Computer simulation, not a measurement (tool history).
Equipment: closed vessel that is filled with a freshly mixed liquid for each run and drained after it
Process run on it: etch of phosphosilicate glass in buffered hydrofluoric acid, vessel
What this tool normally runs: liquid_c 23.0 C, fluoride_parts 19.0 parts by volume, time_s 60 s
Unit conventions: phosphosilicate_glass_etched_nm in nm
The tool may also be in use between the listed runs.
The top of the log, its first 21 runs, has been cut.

run,hour,liquid_c,fluoride_parts,time_s,wafers since the last listed run,hours since the thermometer was replaced,hours since the hydrofluoric acid flow meter was replaced,hours since the gauge calibration,"read-back film thickness of the phosphosilicate glass reference wafer, read on the same gauge (nm)",phosphosilicate_glass_etched_nm
22,1494.3,25.5,13.5,45,4137,438.9,634.6,1601.7,39.21,108.16
23,1544.7,18.5,23.5,40,5292,489.3,685.0,1652.1,39.14,40.13
24,1601.6,23.0,19.0,60,5975,546.2,741.9,1709.0,39.09,90.46
25,1684.8,27.0,22.0,60,8737,629.4,825.1,1792.2,39.02,99.26
26,1722.4,23.0,19.0,60,3948,667.0,862.7,1829.8,38.99,89.15
# hour 1743.9: thermometer replaced
27,1800.9,27.0,24.5,60,8139,57.0,941.2,1908.3,38.90,91.66
28,1891.7,20.0,14.5,60,9535,147.8,1032.0,1999.1,38.82,98.77
29,1973.8,23.0,25.5,30,8622,229.9,1114.1,2081.2,38.75,36.07
30,2056.3,23.0,14.5,90,8664,312.4,1196.6,2163.7,38.65,173.65
31,2094.7,25.5,14.0,30,4032,350.8,1235.0,2202.1,38.61,68.41

Consider 5 possible next runs. They are alternatives, not a sequence: every one starts from the tool as it was left by run 31. What does each give?
A,2095.4,21.5,19.0,60,73,351.5,1235.7,2202.8,?,?
B,2095.4,26.5,19.0,40,73,351.5,1235.7,2202.8,?,?
C,2095.4,23.0,26.5,60,73,351.5,1235.7,2202.8,?,?
D,2095.4,21.0,21.0,45,73,351.5,1235.7,2202.8,?,?
E,2095.4,21.5,15.5,60,73,351.5,1235.7,2202.8,?,?

run,"read-back film thickness of the phosphosilicate glass reference wafer, read on the same gauge (nm)",phosphosilicate_glass_etched_nm
A,38.61,81.60
B,38.61,71.52
C,38.61,69.44
D,38.61,54.71
E,38.61,99.74
With the hidden condition removed and each run's random variation left untouched, the same runs would have given:
run,phosphosilicate_glass_etched_nm
A,84.54
B,74.10
C,71.94
D,56.68
E,103.33
